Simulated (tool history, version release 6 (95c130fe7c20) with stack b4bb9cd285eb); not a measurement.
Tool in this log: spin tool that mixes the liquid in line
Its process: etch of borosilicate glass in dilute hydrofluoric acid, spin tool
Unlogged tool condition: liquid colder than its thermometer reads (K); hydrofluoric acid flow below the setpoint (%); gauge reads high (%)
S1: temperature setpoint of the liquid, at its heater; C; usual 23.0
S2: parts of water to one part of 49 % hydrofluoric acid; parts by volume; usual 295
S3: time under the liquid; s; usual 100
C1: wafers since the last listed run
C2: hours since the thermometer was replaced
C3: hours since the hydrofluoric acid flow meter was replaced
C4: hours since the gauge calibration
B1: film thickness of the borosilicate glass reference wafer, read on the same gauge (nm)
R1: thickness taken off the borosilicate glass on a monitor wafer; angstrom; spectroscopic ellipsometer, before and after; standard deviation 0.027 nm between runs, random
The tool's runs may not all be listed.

run	day	S1	S2	S3	C1	C2	C3	C4	B1	R1
1	0.000	23.0	295	100	0	1425.6	2311.8	203.2	119.97	78.6
2	1.275	23.0	295	55	329	1456.2	2342.4	233.8	120.00	43.3
3	2.300	26.5	295	100	264	1480.8	2367.0	258.4	120.01	88.7
4	3.004	26.5	295	100	181	1497.7	2383.9	275.3	119.99	88.5
5	4.096	21.5	295	100	281	1523.9	2410.1	301.5	119.98	74.9
6	5.062	21.5	295	100	249	1547.1	2433.3	324.7	119.95	74.2
7	5.567	23.0	375	100	130	1559.2	2445.4	336.8	120.01	57.6
# day 6.067: hydrofluoric acid flow meter replaced
8	6.738	23.0	295	100	291	1587.3	16.1	364.9	120.03	78.3
# day 7.417: thermometer replaced
9	7.754	23.0	295	100	251	8.1	40.5	389.3	119.97	78.7
10	8.346	23.0	295	100	152	22.3	54.7	403.5	120.01	78.7
11	9.008	26.5	165	100	171	38.2	70.6	419.4	120.02	183.1
# day 9.567: gauge calibrated
12	13.354	23.0	295	100	1122	142.5	174.9	90.9	119.97	78.6
13	14.192	23.0	295	100	216	162.6	195.0	111.0	120.02	79.0
14	15.175	23.0	180	55	253	186.2	218.6	134.6	120.01	79.9
15	16.142	23.0	360	100	249	209.4	241.8	157.8	119.98	60.6
16	17.146	20.5	440	45	259	233.5	265.9	181.9	120.00	19.2
17	17.671	27.5	295	100	135	246.1	278.5	194.5	120.00	92.0
18	18.738	23.0	390	100	275	271.7	304.1	220.1	119.99	54.7

Consider 4 possible next runs. They are alternatives, not a sequence: every one starts from the tool as it was left by run 18. What does each give?
A	18.754	23.0	295	100	4	272.1	304.5	220.5	?	?
B	18.754	23.0	215	100	4	272.1	304.5	220.5	?	?
C	18.754	23.0	250	55	4	272.1	304.5	220.5	?	?
D	18.754	23.0	425	85	4	272.1	304.5	220.5	?	?

run	B1	R1
A	120.00	78.7
B	120.00	117.0
C	120.00	53.4
D	120.00	41.3
With the hidden condition removed and each run's random variation left untouched, the same runs would have given:
run	R1
A	78.7
B	117.0
C	53.4
D	41.3
